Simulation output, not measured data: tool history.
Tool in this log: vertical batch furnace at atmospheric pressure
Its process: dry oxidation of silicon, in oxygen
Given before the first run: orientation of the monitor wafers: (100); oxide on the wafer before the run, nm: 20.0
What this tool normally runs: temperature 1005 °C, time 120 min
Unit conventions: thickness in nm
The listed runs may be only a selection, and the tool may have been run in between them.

run	hour	temperature	time	read-back reference wafer on the same gauge, thickness	thickness
1	0	987	106	82.95	71.95
2	51.9	987	106	82.9	72.2
3	117.3	987	106	82.9	72.18
4	158.5	994	120	82.92	82.7
5	211.3	998	89	82.96	71.27
6	273.8	1005	120	82.9	91
7	313.3	1019	120	82.93	102.54
8	348.4	1019	120	82.88	102.09
9	402.9	1005	120	82.88	91.58
10	429.3	1005	120	82.89	91.75
11	493.4	1005	100.5	82.92	82.65
# hour 529.8: boat lift adjusted
12	530.3	1005	100.5	82.93	82.37
13	574.1	1005	100.5	82.9	83.05
# hour 655.9: thermocouples replaced and temperature profile calibrated
14	656.4	1005	120	82.9	88.04

Estimate the outcome of run 15 from the log above:
15	661.9	991	78.5	?	?

Run 15 yielded read-back reference wafer on the same gauge, thickness 82.87, thickness 60.83 nm.
With the hidden condition absent and the run-to-run variation left alone, this run would have shown thickness 60.79 nm.

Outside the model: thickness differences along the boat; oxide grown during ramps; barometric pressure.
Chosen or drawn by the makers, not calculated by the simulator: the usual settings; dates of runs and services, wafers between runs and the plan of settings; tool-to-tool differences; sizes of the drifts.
